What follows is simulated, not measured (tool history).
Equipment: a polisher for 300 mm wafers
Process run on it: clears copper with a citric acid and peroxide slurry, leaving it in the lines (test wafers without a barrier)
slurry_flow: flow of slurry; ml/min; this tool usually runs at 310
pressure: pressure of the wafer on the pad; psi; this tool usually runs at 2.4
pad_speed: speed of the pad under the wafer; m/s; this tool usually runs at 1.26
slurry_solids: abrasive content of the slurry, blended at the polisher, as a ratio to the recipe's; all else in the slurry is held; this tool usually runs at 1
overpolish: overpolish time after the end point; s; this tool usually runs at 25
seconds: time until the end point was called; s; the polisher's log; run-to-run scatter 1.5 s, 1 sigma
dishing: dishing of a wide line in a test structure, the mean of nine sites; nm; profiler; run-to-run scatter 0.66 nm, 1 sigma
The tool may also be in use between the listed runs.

run   hour  slurry_flow  pressure  pad_speed  slurry_solids  overpolish  wafers since the last listed run  wafers polished on this pad  hours since the slurry nozzle was cleaned  hours since the head pressure was calibrated  hours since the slurry blender was calibrated  incoming thickness of the incoming film, nm  seconds  dishing
  1      0          390       2.9       1.26              1          25                                 0                           25                                      405.6                                         530.2                                          180.8                                        364.3    149.6     30.9
  2    8.2          390       2.9       1.26              1          25                                67                           92                                      413.8                                         538.4                                            189                                        368.5      154       31
  3   24.7          310       2.4       1.26              1          31                               135                          227                                      430.3                                         554.9                                          205.5                                        364.1    182.7     31.2
  4   42.1          310       2.4       1.26              1          25                               142                          370                                      447.7                                         572.3                                          222.9                                        364.8    183.1     26.3
  5   49.6          310       2.4       1.26              1          25                                61                          431                                      455.2                                         579.8                                          230.4                                          368    186.9     27.8
  6   57.6          310       2.4       1.26              1          25                                65                          497                                      463.2                                         587.8                                          238.4                                        363.2    183.6       28
  7   63.6          310       2.4       1.26              1          25                                49                          546                                      469.2                                         593.8                                          244.4                                        359.2    180.5     28.4
  8   70.9          310       2.4       1.26           1.15          36                                59                          606                                      476.5                                         601.1                                          251.7                                        364.2    181.2     32.6
  9   86.4          310       2.2       1.26              1          25                               126                          733                                        492                                         616.6                                          267.2                                        363.1    201.9       27
 10   93.2          245       3.1       1.26              1          25                                55                          788                                      498.8                                         623.4                                            274                                        368.2    149.6     32.3
       106  -- worn pad replaced by a new one
 11  108.1          310       1.9       1.26           1.25          25                                89                           17                                      513.7                                         638.3                                          288.9                                          368    224.4     23.2
 12  119.4          365       2.8        1.6              1          19                                92                          109                                        525                                         649.6                                          300.2                                        365.5    135.4     27.9
     129.2  -- head pressure recalibrated
 13  135.3          250       2.9       0.98           0.75          25                               113                          223                                      540.9                                           6.1                                          316.1                                        367.1    201.4     26.5
     142.8  -- slurry nozzle cleaned
 14  143.8          310       2.4       1.26              1          25                                61                          285                                          1                                          14.6                                          324.6                                        364.8    189.1     27.4
     146.2  -- slurry blender recalibrated
 15  181.1          310       2.4       0.92            0.8          25                               289                          574                                       38.3                                          51.9                                           34.9                                        367.7    233.3     23.7
 16  189.6          310       2.4        1.7            0.8          14                                69                          644                                       46.8                                          60.4                                           43.4                                          362    149.3     20.6
 17    198          250       3.1       1.54              1          31                                68                          712                                       55.2                                          68.8                                           51.8                                        368.7      126     38.5
 18    205          310       2.4        1.4           0.85          25                                57                          770                                       62.2                                          75.8                                           58.8                                        372.7      178     29.6
 19  214.2          310       2.4       1.14           0.75          25                                75                          845                                       71.4                                            85                                             68                                        360.4    201.9     25.4
     221.2  -- worn pad replaced by a new one
 20  224.7          310       2.4       1.26           1.15          36                                53                           28                                       81.9                                          95.5                                           78.5                                        364.1    174.1     34.5
 21    233          310       2.4       1.26              1          25                                68                           96                                       90.2                                         103.8                                           86.8                                        370.9    183.2     27.9
 22  239.8          310       2.9       1.26              1          25                                55                          152                                         97                                         110.6                                           93.6                                          364    151.4     29.7
 23  246.7          310       2.4       1.26              1          25                                56                          208                                      103.9                                         117.5                                          100.5                                        370.8    187.1     27.7
 24  257.2          310       3.1       1.26            0.8          16                                86                          294                                      114.4                                           128                                            111                                          369    151.3     23.4
 25  264.2          270       2.4       1.64              1          25                                57                          352                                      121.4                                           135                                            118                                        361.6    147.7     30.4
 26  275.5          310       2.4       1.26           0.85          25                                92                          444                                      132.7                                         146.3                                          129.3                                        368.8      188       28
 27  294.6          270       2.4       1.26              1          25                               156                          601                                      151.8                                         165.4                                          148.4                                        372.1      190     28.2
 28    311          310       2.4       1.26              1          25                               134                          735                                      168.2                                         181.8                                          164.8                                        360.2    180.5     27.2
 29  325.3          310         3       1.38              1          13                               117                          852                                      182.5                                         196.1                                          179.1                                        366.8    139.2     20.9

Alternative continuations, all from the tool just after run 29; predict every row:
  A  325.8          310       2.4       1.26              1          25                                 4                          856                                        183                                         196.6                                          179.6                                          367        ?        ?
  B  325.8          215       2.7       1.26            1.2          25                                 4                          856                                        183                                         196.6                                          179.6                                          367        ?        ?
  C  325.8          310       3.2       1.26              1          25                                 4                          856                                        183                                         196.6                                          179.6                                          367        ?        ?

run  seconds  dishing
  A    186.4       28
  B    165.1     30.4
  C    142.3     33.3
Had the tool no hidden state, the same runs would have come out as:
run  seconds  dishing
  A    181.3     28.5
  B    160.5     30.9
  C    138.4     33.8

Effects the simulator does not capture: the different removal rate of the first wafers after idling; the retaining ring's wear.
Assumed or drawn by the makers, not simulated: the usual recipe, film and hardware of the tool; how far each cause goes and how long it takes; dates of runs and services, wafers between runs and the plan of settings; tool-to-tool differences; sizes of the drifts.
